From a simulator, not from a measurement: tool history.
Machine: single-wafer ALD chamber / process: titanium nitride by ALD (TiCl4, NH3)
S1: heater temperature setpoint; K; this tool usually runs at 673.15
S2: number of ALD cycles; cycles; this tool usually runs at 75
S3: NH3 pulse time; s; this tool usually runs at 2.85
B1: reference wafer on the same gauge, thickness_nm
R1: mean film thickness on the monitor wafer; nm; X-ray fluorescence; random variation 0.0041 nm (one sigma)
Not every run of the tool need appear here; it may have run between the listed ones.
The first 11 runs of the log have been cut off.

Run 12, hour 300.9: usual settings but S1 663.15 K, S2 64 cycles; B1 1.751. Result: R1 1.392 nm.
At hour 304.1: gauge calibrated.
Run 13, hour 319.2: usual settings; B1 1.750. Result: R1 1.645 nm.
Run 14, hour 342.2: usual settings; B1 1.750. Result: R1 1.653 nm.
Run 15, hour 359.0: usual settings; B1 1.750. Result: R1 1.647 nm.
Run 16, hour 383.0: usual settings; B1 1.751. Result: R1 1.659 nm.
Run 17, hour 399.4: usual settings but S1 664.15 K; B1 1.751. Result: R1 1.640 nm.
At hour 407.8: thermocouple changed; heater temperature recalibrated.
Run 18, hour 430.1: usual settings but S2 64 cycles, S3 2.04 s; B1 1.751. Result: R1 1.401 nm.
Run 19, hour 457.0: usual settings; B1 1.750. Result: R1 1.651 nm.
Run 20, hour 478.7: usual settings but S1 683.15 K, S2 81 cycles, S3 2.18 s; B1 1.750. Result: R1 1.779 nm.
Run 21, hour 506.5: usual settings but S1 688.15 K, S2 61 cycles, S3 2.13 s; B1 1.749. Result: R1 1.342 nm.
Run 22, hour 573.4: usual settings but S1 660.15 K, S2 70 cycles; B1 1.751. Result: R1 1.520 nm.
Run 23, hour 587.5: usual settings; B1 1.748. Result: R1 1.652 nm.
Run 24, hour 610.2: usual settings but S1 685.15 K; B1 1.750. Result: R1 1.649 nm.
Run 25, hour 643.9: usual settings but S1 664.15 K, S2 80 cycles, S3 1.93 s; B1 1.750. Result: R1 1.734 nm.
At hour 654.2: showerhead replaced.
Run 26, hour 663.6: usual settings but S2 60 cycles, S3 3.98 s; B1 1.749. Result: R1 1.324 nm.
Run 27, hour 689.9: usual settings but S1 685.15 K; B1 1.750. Result: R1 1.651 nm.
Run 28, hour 711.5: usual settings; B1 1.750. Result: R1 1.650 nm.
Run 29, hour 734.1: usual settings but S3 3.50 s; B1 1.750. Result: R1 1.657 nm.
Run 30, hour 754.3: usual settings but S1 659.15 K, S2 62 cycles, S3 3.78 s; B1 1.750. Result: R1 1.360 nm.
At hour 810.2: gauge calibrated.
Run 31, hour 842.8: usual settings; B1 1.749. Result: R1 1.657 nm.
Run 32, hour 876.2: usual settings but S1 678.15 K, S3 3.62 s; B1 1.749. Result: R1 1.654 nm.

Branching from run 32: 4 alternative next runs. What would each branch give?
Run A, hour 876.8: usual settings but S2 89 cycles; B1 ?. Result: R1 ?.
Run B, hour 876.8: usual settings but S2 64 cycles; B1 ?. Result: R1 ?.
Run C, hour 876.8: usual settings but S1 665.15 K, S2 60 cycles, S3 3.97 s; B1 ?. Result: R1 ?.
Run D, hour 876.8: usual settings but S1 661.15 K; B1 ?. Result: R1 ?.

run     B1     R1
  A  1.750  1.950
  B  1.750  1.403
  C  1.750  1.317
  D  1.750  1.629
What these runs would have given with no unlogged condition in the tool:
run     R1
  A  1.950
  B  1.403
  C  1.317
  D  1.629
